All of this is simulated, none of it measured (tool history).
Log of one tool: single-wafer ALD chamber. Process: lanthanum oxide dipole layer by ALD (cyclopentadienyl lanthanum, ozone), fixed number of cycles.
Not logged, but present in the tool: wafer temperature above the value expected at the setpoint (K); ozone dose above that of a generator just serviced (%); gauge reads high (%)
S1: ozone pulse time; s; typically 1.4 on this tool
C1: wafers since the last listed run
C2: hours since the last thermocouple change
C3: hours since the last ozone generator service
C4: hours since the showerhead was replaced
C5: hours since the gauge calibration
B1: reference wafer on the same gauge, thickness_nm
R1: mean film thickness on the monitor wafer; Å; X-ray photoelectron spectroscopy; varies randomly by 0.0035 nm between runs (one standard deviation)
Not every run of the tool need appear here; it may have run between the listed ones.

run 1 hour=0 | S1=1.69 | C1=0 C2=1755.7 C3=504.1 C4=1958.7 C5=519.2 | B1=0.552 | R1=6.02
run 2 hour=51.3 | S1=1.69 | C1=1294 C2=1807 C3=555.4 C4=2010 C5=570.5 | B1=0.552 | R1=6.04
run 3 hour=157.1 | S1=0.99 | C1=2670 C2=1912.8 C3=661.2 C4=2115.8 C5=676.3 | B1=0.552 | R1=5.18
run 4 hour=198.7 | S1=0.99 | C1=1050 C2=1954.4 C3=702.8 C4=2157.4 C5=717.9 | B1=0.551 | R1=5.07
-- hour=229.3 ozone generator serviced
run 5 hour=305.7 | S1=0.99 | C1=2499 C2=2061.4 C3=76.4 C4=2264.4 C5=824.9 | B1=0.551 | R1=5.66
run 6 hour=391.6 | S1=1.4 | C1=2168 C2=2147.3 C3=162.3 C4=2350.3 C5=910.8 | B1=0.552 | R1=5.97
run 7 hour=484.7 | S1=1.4 | C1=2350 C2=2240.4 C3=255.4 C4=2443.4 C5=1003.9 | B1=0.551 | R1=5.93
run 8 hour=547.8 | S1=1.4 | C1=1592 C2=2303.5 C3=318.5 C4=2506.5 C5=1067 | B1=0.551 | R1=5.9
run 9 hour=641 | S1=1.4 | C1=2352 C2=2396.7 C3=411.7 C4=2599.7 C5=1160.2 | B1=0.552 | R1=5.93
run 10 hour=700.7 | S1=1.4 | C1=1507 C2=2456.4 C3=471.4 C4=2659.4 C5=1219.9 | B1=0.552 | R1=5.89
run 11 hour=786.9 | S1=1.4 | C1=2175 C2=2542.6 C3=557.6 C4=2745.6 C5=1306.1 | B1=0.552 | R1=5.75
run 12 hour=836.6 | S1=1.4 | C1=1254 C2=2592.3 C3=607.3 C4=2795.3 C5=1355.8 | B1=0.552 | R1=5.75
run 13 hour=889.9 | S1=1.4 | C1=1345 C2=2645.6 C3=660.6 C4=2848.6 C5=1409.1 | B1=0.552 | R1=5.63
-- hour=900.4 ozone generator serviced
-- hour=915.7 thermocouple changed; heater temperature recalibrated
run 14 hour=956 | S1=1.4 | C1=1264 C2=40.3 C3=55.6 C4=2914.7 C5=1475.2 | B1=0.552 | R1=6.02
run 15 hour=1006.5 | S1=1.88 | C1=1274 C2=90.8 C3=106.1 C4=2965.2 C5=1525.7 | B1=0.552 | R1=6.21
-- hour=1133 showerhead replaced
-- hour=1175 gauge calibrated
run 16 hour=1207.6 | S1=1.7 | C1=4874 C2=291.9 C3=307.2 C4=74.6 C5=32.6 | B1=0.552 | R1=6.15
run 17 hour=1288.9 | S1=1.4 | C1=2052 C2=373.2 C3=388.5 C4=155.9 C5=113.9 | B1=0.552 | R1=5.92
run 18 hour=1364.9 | S1=1.4 | C1=1918 C2=449.2 C3=464.5 C4=231.9 C5=189.9 | B1=0.553 | R1=5.8
run 19 hour=1446.4 | S1=1.4 | C1=2057 C2=530.7 C3=546 C4=313.4 C5=271.4 | B1=0.553 | R1=5.8
run 20 hour=1507 | S1=1.17 | C1=1529 C2=591.3 C3=606.6 C4=374 C5=332 | B1=0.552 | R1=5.44
-- hour=1556.8 ozone generator serviced
run 21 hour=1557.3 | S1=1.4 | C1=1067 C2=641.6 C3=0.5 C4=424.3 C5=382.3 | B1=0.552 | R1=5.96
run 22 hour=1614 | S1=1.2 | C1=1431 C2=698.3 C3=57.2 C4=481 C5=439 | B1=0.552 | R1=5.87
run 23 hour=1663 | S1=1.4 | C1=1236 C2=747.3 C3=106.2 C4=530 C5=488 | B1=0.553 | R1=6.06
run 24 hour=1726.9 | S1=1.08 | C1=1613 C2=811.2 C3=170.1 C4=593.9 C5=551.9 | B1=0.552 | R1=5.66
run 25 hour=1834.8 | S1=1.4 | C1=2723 C2=919.1 C3=278 C4=701.8 C5=659.8 | B1=0.552 | R1=5.99
run 26 hour=1992.7 | S1=1.9 | C1=3985 C2=1077 C3=435.9 C4=859.7 C5=817.7 | B1=0.552 | R1=6.19
run 27 hour=2056.9 | S1=1.73 | C1=1620 C2=1141.2 C3=500.1 C4=923.9 C5=881.9 | B1=0.552 | R1=6.12
run 28 hour=2158.8 | S1=1.82 | C1=2572 C2=1243.1 C3=602 C4=1025.8 C5=983.8 | B1=0.552 | R1=6.02

Below are 3 alternative next runs, each starting from the tool's condition after run 28. Predict each:
run A hour=2159.2 | S1=1.4 | C1=10 C2=1243.5 C3=602.4 C4=1026.2 C5=984.2 | B1=? | R1=?
run B hour=2159.2 | S1=1.22 | C1=10 C2=1243.5 C3=602.4 C4=1026.2 C5=984.2 | B1=? | R1=?
run C hour=2159.2 | S1=1.57 | C1=10 C2=1243.5 C3=602.4 C4=1026.2 C5=984.2 | B1=? | R1=?

run=A B1=0.552 R1=5.69
run=B B1=0.552 R1=5.51
run=C B1=0.552 R1=5.82
Without the tool's unlogged condition, the same runs would have read:
run=A R1=5.96
run=B R1=5.83
run=C R1=6.06

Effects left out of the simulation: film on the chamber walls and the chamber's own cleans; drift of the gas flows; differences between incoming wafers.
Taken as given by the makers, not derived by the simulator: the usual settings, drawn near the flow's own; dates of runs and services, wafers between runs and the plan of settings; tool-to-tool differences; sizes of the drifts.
